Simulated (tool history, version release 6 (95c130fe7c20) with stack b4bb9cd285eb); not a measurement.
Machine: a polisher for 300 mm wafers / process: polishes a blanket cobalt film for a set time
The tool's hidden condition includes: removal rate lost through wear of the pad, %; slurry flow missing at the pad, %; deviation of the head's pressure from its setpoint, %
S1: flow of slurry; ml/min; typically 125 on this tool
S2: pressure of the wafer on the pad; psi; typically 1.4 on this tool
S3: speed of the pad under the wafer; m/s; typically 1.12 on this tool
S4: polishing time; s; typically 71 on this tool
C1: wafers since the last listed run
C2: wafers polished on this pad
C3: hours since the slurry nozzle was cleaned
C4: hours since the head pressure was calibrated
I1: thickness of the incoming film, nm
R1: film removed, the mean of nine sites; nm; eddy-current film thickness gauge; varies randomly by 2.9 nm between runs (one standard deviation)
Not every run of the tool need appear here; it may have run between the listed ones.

run    hour   S1   S2    S3  S4    C1    C2     C3     C4     I1     R1
  1       0  125  1.1  1.12  71     0  3965  115.8   97.7  847.4  198.3
  2    96.3  125  1.1  1.12  71  1421  5386  212.1    194  845.5  196.9
      166.4  -- worn pad replaced by a new one
  3   171.2  125  1.4  1.12  71  1046    70    287  268.9  847.4  266.1
  4   248.7  125  1.4  1.12  71  1144  1214  364.5  346.4    848  259.2
        310  -- slurry nozzle cleaned
  5   411.4  125  1.4  1.12  87  2387  3601  101.4  509.1  857.2  302.7
  6     491  125  1.4  1.12  87  1175  4776    181  588.7  840.7  299.8
      493.3  -- head pressure recalibrated
  7   556.7  125  1.4  1.12  80   940  5717  246.7   63.4  857.3  285.7
      587.9  -- worn pad replaced by a new one
  8   633.6  125  1.4  1.12  80  1076   675  323.6  140.3  845.7  295.9
      747.3  -- slurry nozzle cleaned
  9   956.5  125  1.4  1.12  80  4752  5427  209.2  463.2  852.7  278.9
     1011.2  -- worn pad replaced by a new one
 10  1012.9  125  1.4  1.12  71   773    24  265.6  519.6  853.1  264.8
 11  1058.3  125  1.4  1.12  71   670   694    311    565  859.7  259.2
 12  1113.7  125  1.4  1.12  71   817  1512  366.4  620.4  859.8  253.3
       1129  -- slurry nozzle cleaned
     1137.4  -- head pressure recalibrated
 13  1182.2  125  1.4  0.88  71   967  2479   53.2   44.8  856.9  208.7
 14  1240.2  125  1.4  1.12  56   856  3335  111.2  102.8  839.3    194
 15  1327.4  125  1.2  1.12  94  1287  4623  198.4    190  851.6  287.1
 16  1397.9  165  0.9  1.38  71  1040  5664  268.9  260.5    837  207.1
 17  1450.4  125  1.4  1.12  87   775  6439  321.4    313  836.2  307.5
     1486.1  -- worn pad replaced by a new one
 18  1520.1  125  1.4  1.52  71   969   502  391.1  382.7  860.2  340.6
     1544.4  -- slurry nozzle cleaned
 19  1603.4  125  1.4  1.12  71  1215  1717     59    466  841.7  252.2
     1626.5  -- head pressure recalibrated
 20    1673  125  1.4  1.12  71   998  2715  128.6   46.5  866.2    261
 21  1711.8  125  1.1  0.92  71   572  3287  167.4   85.3  850.2  167.9
 22  1796.7  125  1.4  1.12  71  1253  4541  252.3  170.2  845.5    251
 23  1833.7  155  1.1     1  71   546  5087  289.3  207.2  860.9  183.8
 24  1921.2  125  1.4  1.12  80  1291  6379  376.8  294.7    844  278.5
     1927.9  -- worn pad replaced by a new one
 25  1992.4  125  1.4  1.12  58   992   952    448  365.9  852.6  210.6
     2026.1  -- slurry nozzle cleaned
 26  2039.6  125  1.1  1.12  60   682  1634   13.5  413.1  853.6  170.7
 27  2120.5  125  1.4  1.12  71  1194  2828   94.4    494  837.7    255

Each row is a separate what-if for the run after 27, all from the same tool condition, not one after another. Results?
  A  2120.9  125  1.4  1.12  50   5  2834  94.8  494.4  851.4   ?
  B  2120.9   90  1.8  1.38  71   5  2834  94.8  494.4  851.4   ?
  C  2120.9  170  1.4  1.12  71   5  2834  94.8  494.4  851.4   ?

run     R1
  A  177.7
  B  354.9
  C  267.6
With no hidden state in the tool, these same runs would have given:
run     R1
  A    187
  B  373.7
  C  281.7
